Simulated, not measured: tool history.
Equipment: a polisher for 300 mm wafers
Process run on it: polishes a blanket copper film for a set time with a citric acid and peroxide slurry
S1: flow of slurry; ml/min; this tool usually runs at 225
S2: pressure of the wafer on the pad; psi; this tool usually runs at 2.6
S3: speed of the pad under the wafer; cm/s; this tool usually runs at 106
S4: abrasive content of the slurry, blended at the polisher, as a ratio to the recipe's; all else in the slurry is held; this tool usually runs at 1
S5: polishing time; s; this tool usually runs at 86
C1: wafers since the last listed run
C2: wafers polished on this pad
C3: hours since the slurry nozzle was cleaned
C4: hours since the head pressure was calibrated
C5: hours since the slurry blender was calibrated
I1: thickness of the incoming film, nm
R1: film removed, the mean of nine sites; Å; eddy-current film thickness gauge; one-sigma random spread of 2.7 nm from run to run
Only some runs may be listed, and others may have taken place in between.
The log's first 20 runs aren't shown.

{"run": 21, "hour": 599.2, "S1": 260, "S2": 1.8, "S3": 92, "S4": 1, "S5": 115, "C1": 234, "C2": 1439, "C3": 449.5, "C4": 480.2, "C5": 175.2, "I1": 910, "R1": 1439}
{"run": 22, "hour": 628.9, "S1": 225, "S2": 2.6, "S3": 106, "S4": 1, "S5": 86, "C1": 301, "C2": 1740, "C3": 479.2, "C4": 509.9, "C5": 204.9, "I1": 903.2, "R1": 1723}
{"run": 23, "hour": 648.2, "S1": 275, "S2": 2.6, "S3": 106, "S4": 0.75, "S5": 73, "C1": 196, "C2": 1936, "C3": 498.5, "C4": 529.2, "C5": 224.2, "I1": 916.2, "R1": 1299}
{"run": 24, "hour": 660.6, "S1": 225, "S2": 2.1, "S3": 82, "S4": 1, "S5": 96, "C1": 125, "C2": 2062, "C3": 510.9, "C4": 541.6, "C5": 236.6, "I1": 923.6, "R1": 1216}
{"hour": 673.7, "done": "worn pad replaced by a new one"}
{"run": 25, "hour": 687.6, "S1": 225, "S2": 2.6, "S3": 106, "S4": 1, "S5": 86, "C1": 233, "C2": 141, "C3": 537.9, "C4": 568.6, "C5": 263.6, "I1": 921.5, "R1": 1745}
{"run": 26, "hour": 722.6, "S1": 155, "S2": 2.1, "S3": 130, "S4": 0.8, "S5": 86, "C1": 355, "C2": 496, "C3": 572.9, "C4": 603.6, "C5": 298.6, "I1": 911.2, "R1": 1486}
{"run": 27, "hour": 746.7, "S1": 225, "S2": 2.6, "S3": 106, "S4": 1, "S5": 113, "C1": 244, "C2": 741, "C3": 597, "C4": 627.7, "C5": 322.7, "I1": 924.3, "R1": 2265}
{"run": 28, "hour": 769.1, "S1": 275, "S2": 2.9, "S3": 136, "S4": 1, "S5": 86, "C1": 227, "C2": 969, "C3": 619.4, "C4": 650.1, "C5": 345.1, "I1": 940, "R1": 2429}
{"run": 29, "hour": 787.2, "S1": 290, "S2": 2.6, "S3": 78, "S4": 0.85, "S5": 100, "C1": 183, "C2": 1153, "C3": 637.5, "C4": 668.2, "C5": 363.2, "I1": 927.9, "R1": 1401}
{"run": 30, "hour": 812.5, "S1": 225, "S2": 2, "S3": 106, "S4": 1.1, "S5": 86, "C1": 256, "C2": 1410, "C3": 662.8, "C4": 693.5, "C5": 388.5, "I1": 912.2, "R1": 1296}
{"hour": 830.4, "done": "slurry blender recalibrated"}
{"run": 31, "hour": 845.7, "S1": 260, "S2": 2.6, "S3": 106, "S4": 1, "S5": 112, "C1": 316, "C2": 1726, "C3": 696, "C4": 726.7, "C5": 15.3, "I1": 899.6, "R1": 2385}

Predict each of these 3 candidate next runs independently; none follows another, all start after run 31:
{"run": "A", "hour": 846.1, "S1": 225, "S2": 2.2, "S3": 106, "S4": 1, "S5": 86, "C1": 4, "C2": 1731, "C3": 696.4, "C4": 727.1, "C5": 15.7, "I1": 930.3, "R1": "?"}
{"run": "B", "hour": 846.1, "S1": 200, "S2": 1.8, "S3": 106, "S4": 1, "S5": 86, "C1": 4, "C2": 1731, "C3": 696.4, "C4": 727.1, "C5": 15.7, "I1": 930.3, "R1": "?"}
{"run": "C", "hour": 846.1, "S1": 225, "S2": 3.4, "S3": 136, "S4": 1, "S5": 99, "C1": 4, "C2": 1731, "C3": 696.4, "C4": 727.1, "C5": 15.7, "I1": 930.3, "R1": "?"}

run=A R1=1509
run=B R1=1227
run=C R1=3392
Stripped of hidden state, with their random variation kept, the same runs would have yielded:
run=A R1=1550
run=B R1=1261
run=C R1=3484
